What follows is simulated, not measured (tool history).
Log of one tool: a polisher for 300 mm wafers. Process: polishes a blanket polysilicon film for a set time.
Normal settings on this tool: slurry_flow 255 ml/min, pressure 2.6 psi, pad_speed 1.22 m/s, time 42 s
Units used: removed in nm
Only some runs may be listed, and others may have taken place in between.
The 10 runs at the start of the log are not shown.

| run | hour | slurry_flow | pressure | pad_speed | time | incoming thickness of the incoming film, nm | removed |
|---|---|---|---|---|---|---|---|
| 11 | 948.4 | 195 | 2.6 | 1.22 | 42 | 1100.1 | 307.9 |
|  | 1038.7 | worn pad replaced by a new one |
| 12 | 1046.0 | 255 | 2.6 | 0.96 | 42 | 1113.0 | 249.7 |
| 13 | 1142.3 | 255 | 2.6 | 0.96 | 42 | 1118.2 | 244.7 |
|  | 1146.3 | slurry nozzle cleaned |
| 14 | 1210.8 | 255 | 2.3 | 1.22 | 50 | 1100.2 | 328.8 |
| 15 | 1256.3 | 255 | 2.6 | 1.22 | 51 | 1110.5 | 377.1 |
| 16 | 1335.7 | 255 | 2.6 | 1.22 | 51 | 1098.4 | 367.1 |
| 17 | 1423.6 | 255 | 2.6 | 1.22 | 42 | 1114.9 | 307.3 |
| 18 | 1470.6 | 255 | 3.0 | 1.22 | 42 | 1087.5 | 344.6 |
|  | 1489.2 | worn pad replaced by a new one |
| 19 | 1520.1 | 255 | 2.6 | 0.96 | 42 | 1113.8 | 241.3 |
| 20 | 1575.7 | 255 | 2.6 | 1.34 | 56 | 1100.6 | 427.5 |
|  | 1655.4 | slurry nozzle cleaned |
| 21 | 1655.9 | 255 | 2.6 | 1.60 | 50 | 1108.5 | 463.4 |
| 22 | 1709.3 | 285 | 2.6 | 1.04 | 54 | 1115.7 | 321.3 |
| 23 | 1786.2 | 255 | 2.6 | 0.96 | 42 | 1115.9 | 223.4 |
| 24 | 1888.7 | 255 | 2.6 | 1.56 | 42 | 1106.8 | 360.7 |
| 25 | 1925.9 | 255 | 2.6 | 1.22 | 42 | 1084.5 | 267.7 |
|  | 1977.8 | head pressure recalibrated |
| 26 | 2016.4 | 225 | 2.6 | 0.84 | 56 | 1115.9 | 290.2 |
| 27 | 2073.2 | 210 | 2.1 | 1.08 | 42 | 1090.0 | 225.1 |
|  | 2082.3 | worn pad replaced by a new one |
|  | 2148.5 | slurry nozzle cleaned |
| 28 | 2162.7 | 255 | 3.2 | 1.22 | 42 | 1103.9 | 392.0 |
| 29 | 2260.8 | 255 | 2.6 | 1.10 | 42 | 1102.4 | 288.9 |
| 30 | 2365.9 | 215 | 3.1 | 1.42 | 32 | 1124.7 | 332.7 |
| 31 | 2419.8 | 255 | 2.6 | 1.22 | 42 | 1125.4 | 312.5 |
| 32 | 2492.9 | 255 | 2.1 | 1.22 | 48 | 1115.6 | 303.5 |
| 33 | 2572.9 | 255 | 2.6 | 1.22 | 33 | 1119.7 | 248.2 |
|  | 2577.7 | worn pad replaced by a new one |
| 34 | 2627.0 | 255 | 3.4 | 0.84 | 29 | 1126.3 | 200.1 |

Alternative continuations, all from the tool just after run 34; predict every row:
| A | 2627.4 | 255 | 2.6 | 1.22 | 29 | 1104.6 | ? |
| B | 2627.4 | 255 | 2.6 | 1.06 | 42 | 1104.6 | ? |
| C | 2627.4 | 255 | 1.8 | 1.22 | 42 | 1104.6 | ? |
| D | 2627.4 | 310 | 3.2 | 0.90 | 33 | 1104.6 | ? |
| E | 2627.4 | 285 | 3.1 | 1.06 | 37 | 1104.6 | ? |

| run | removed |
|---|---|
| A | 220.8 |
| B | 277.8 |
| C | 221.3 |
| D | 232.7 |
| E | 295.3 |
The same runs, with their run-to-run variation unchanged, on a tool lacking any hidden condition would have given:
| run | removed |
|---|---|
| A | 229.2 |
| B | 288.4 |
| C | 229.8 |
| D | 241.7 |
| E | 306.6 |
